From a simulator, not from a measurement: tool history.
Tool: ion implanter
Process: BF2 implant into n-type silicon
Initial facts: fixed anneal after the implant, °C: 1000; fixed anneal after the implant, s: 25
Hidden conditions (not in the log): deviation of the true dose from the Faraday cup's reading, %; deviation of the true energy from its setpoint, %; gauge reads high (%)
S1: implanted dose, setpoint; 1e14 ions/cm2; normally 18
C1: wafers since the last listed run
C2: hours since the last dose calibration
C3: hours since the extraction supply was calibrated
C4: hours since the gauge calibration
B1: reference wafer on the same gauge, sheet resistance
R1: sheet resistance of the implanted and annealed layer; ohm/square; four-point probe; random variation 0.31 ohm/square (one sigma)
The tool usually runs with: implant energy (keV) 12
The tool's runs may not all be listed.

Run 1, hour 0: usual settings; C1 0; C2 1926.1; C3 5330.9; C4 147.5; B1 228.05. Result: R1 209.25 ohm/square.
Run 2, hour 32.3: usual settings; C1 690; C2 1958.4; C3 5363.2; C4 179.8; B1 228.09. Result: R1 209.05 ohm/square.
Run 3, hour 63.2: usual settings; C1 660; C2 1989.3; C3 5394.1; C4 210.7; B1 228. Result: R1 209.92 ohm/square.
Run 4, hour 76.2: usual settings; C1 277; C2 2002.3; C3 5407.1; C4 223.7; B1 227.99. Result: R1 209.53 ohm/square.
Run 5, hour 89.3: usual settings; C1 280; C2 2015.4; C3 5420.2; C4 236.8; B1 227.97. Result: R1 209.07 ohm/square.
Run 6, hour 118.1: usual settings but implant energy (keV) 13; C1 615; C2 2044.2; C3 5449; C4 265.6; B1 227.82. Result: R1 203.03 ohm/square.
Run 7, hour 132.1: usual settings but implant energy (keV) 13; C1 299; C2 2058.2; C3 5463; C4 279.6; B1 228.01. Result: R1 203.59 ohm/square.
Run 8, hour 160.3: usual settings but implant energy (keV) 14.5; C1 603; C2 2086.4; C3 5491.2; C4 307.8; B1 227.87. Result: R1 196.46 ohm/square.
Run 9, hour 174.2: usual settings but implant energy (keV) 14.5; C1 297; C2 2100.3; C3 5505.1; C4 321.7; B1 227.94. Result: R1 195.79 ohm/square.
Run 10, hour 193.1: usual settings but implant energy (keV) 14.5; C1 404; C2 2119.2; C3 5524; C4 340.6; B1 227.93. Result: R1 195.79 ohm/square.
At hour 214.8: Faraday cup replaced and dose calibrated.
At hour 223.9: extraction supply calibrated.
Run 11, hour 227.5: usual settings but implant energy (keV) 10.5; C1 393; C2 12.7; C3 3.6; C4 375; B1 227.99. Result: R1 218.77 ohm/square.
Run 12, hour 263: usual settings but S1 16.13 1e14 ions/cm2, implant energy (keV) 10; C1 759; C2 48.2; C3 39.1; C4 410.5; B1 228.03. Result: R1 224.11 ohm/square.
Run 13, hour 288: usual settings but S1 20.63 1e14 ions/cm2, implant energy (keV) 8.5; C1 534; C2 73.2; C3 64.1; C4 435.5; B1 228.07. Result: R1 231.51 ohm/square.
Run 14, hour 309.6: usual settings but S1 13.83 1e14 ions/cm2, implant energy (keV) 15.5; C1 461; C2 94.8; C3 85.7; C4 457.1; B1 228.04. Result: R1 198.26 ohm/square.
Run 15, hour 342.6: usual settings but S1 22.69 1e14 ions/cm2, implant energy (keV) 9; C1 705; C2 127.8; C3 118.7; C4 490.1; B1 227.98. Result: R1 226.78 ohm/square.
Run 16, hour 367.4: usual settings but S1 16.16 1e14 ions/cm2, implant energy (keV) 8; C1 530; C2 152.6; C3 143.5; C4 514.9; B1 227.93. Result: R1 238.75 ohm/square.
At hour 397.1: gauge calibrated.
Run 17, hour 403.2: usual settings; C1 765; C2 188.4; C3 179.3; C4 6.1; B1 227.94. Result: R1 209.5 ohm/square.
Run 18, hour 434.7: usual settings but S1 13.02 1e14 ions/cm2, implant energy (keV) 13.5; C1 673; C2 219.9; C3 210.8; C4 37.6; B1 227.92. Result: R1 210.25 ohm/square.
Run 19, hour 448.4: usual settings; C1 292; C2 233.6; C3 224.5; C4 51.3; B1 227.99. Result: R1 209.46 ohm/square.
Run 20, hour 467.3: usual settings but S1 22.38 1e14 ions/cm2, implant energy (keV) 8.5; C1 404; C2 252.5; C3 243.4; C4 70.2; B1 228.01. Result: R1 230.48 ohm/square.
Run 21, hour 499.9: usual settings but S1 21.23 1e14 ions/cm2, implant energy (keV) 8.5; C1 697; C2 285.1; C3 276; C4 102.8; B1 227.99. Result: R1 230.77 ohm/square.
Run 22, hour 516.4: usual settings but S1 15.07 1e14 ions/cm2, implant energy (keV) 13.5; C1 352; C2 301.6; C3 292.5; C4 119.3; B1 228.01. Result: R1 204.94 ohm/square.
Run 23, hour 536.8: usual settings but S1 20.03 1e14 ions/cm2, implant energy (keV) 16; C1 436; C2 322; C3 312.9; C4 139.7; B1 227.98. Result: R1 187.45 ohm/square.

Hidden state, per run?
deviation of the true dose from the Faraday cup's reading, %: 0, the same for each run
deviation of the true energy from its setpoint, %: 0, the same for each run
gauge reads high (%): 0, the same for each run

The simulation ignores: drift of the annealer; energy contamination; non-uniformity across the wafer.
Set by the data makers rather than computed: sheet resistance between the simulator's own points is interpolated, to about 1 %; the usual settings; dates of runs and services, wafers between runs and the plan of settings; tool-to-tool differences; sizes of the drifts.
